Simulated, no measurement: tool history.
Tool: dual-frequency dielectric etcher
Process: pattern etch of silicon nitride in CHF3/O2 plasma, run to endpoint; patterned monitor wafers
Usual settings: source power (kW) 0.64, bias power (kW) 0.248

| run | hour | source power (kW) | bias power (kW) | incoming incoming film thickness, nm | endpoint time (s) |
|---|---|---|---|---|---|
| 1 | 0 | 0.64 | 0.248 | 86.7 | 53.9 |
| 2 | 15.6 | 0.64 | 0.248 | 86.5 | 53.7 |
| 3 | 30.1 | 0.64 | 0.248 | 87 | 53.7 |
| 4 | 48 | 0.64 | 0.248 | 87.6 | 54.5 |
| 5 | 65.5 | 0.57 | 0.248 | 86.9 | 55.7 |
| 6 | 73 | 0.64 | 0.203 | 86.7 | 60.4 |
|  | 110.6 | wet clean of the chamber |
| 7 | 111.1 | 0.64 | 0.203 | 86.5 | 61.4 |
|  | 136.4 | bias power generator calibrated |
| 8 | 136.9 | 0.64 | 0.203 | 87.5 | 62.8 |
|  | 169.4 | wet clean of the chamber, repeated, since the last time left the tool worse |
| 9 | 169.9 | 0.59 | 0.248 | 86.4 | 53.6 |
| 10 | 170.2 | 0.59 | 0.248 | 86 | 53.3 |
| 11 | 178.6 | 0.5 | 0.308 | 86.6 | 50.1 |
| 12 | 192.4 | 0.64 | 0.248 | 86.4 | 52.1 |
| 13 | 202.5 | 0.77 | 0.232 | 87 | 52.1 |
| 14 | 209.7 | 0.58 | 0.225 | 86.5 | 56.1 |
|  | 221.3 | source power generator calibrated |
| 15 | 221.9 | 0.74 | 0.293 | 86.1 | 46.6 |
|  | 247.7 | upper electrode replaced |
| 16 | 248.2 | 0.75 | 0.189 | 87.6 | 58.4 |
| 17 | 269.1 | 0.64 | 0.273 | 86.9 | 50.3 |
| 18 | 286.4 | 0.64 | 0.248 | 86.8 | 52.8 |
| 19 | 295.7 | 0.64 | 0.271 | 86.7 | 50.7 |
| 20 | 311.8 | 0.64 | 0.248 | 85.9 | 52.3 |

Forecast run 21:
| 21 | 326.4 | 0.5 | 0.276 | 85.8 | ? |

{"run 21": {"endpoint time (s)": 53.1}}
Without the tool's hidden state the same run would have given endpoint time (s) 52.4.
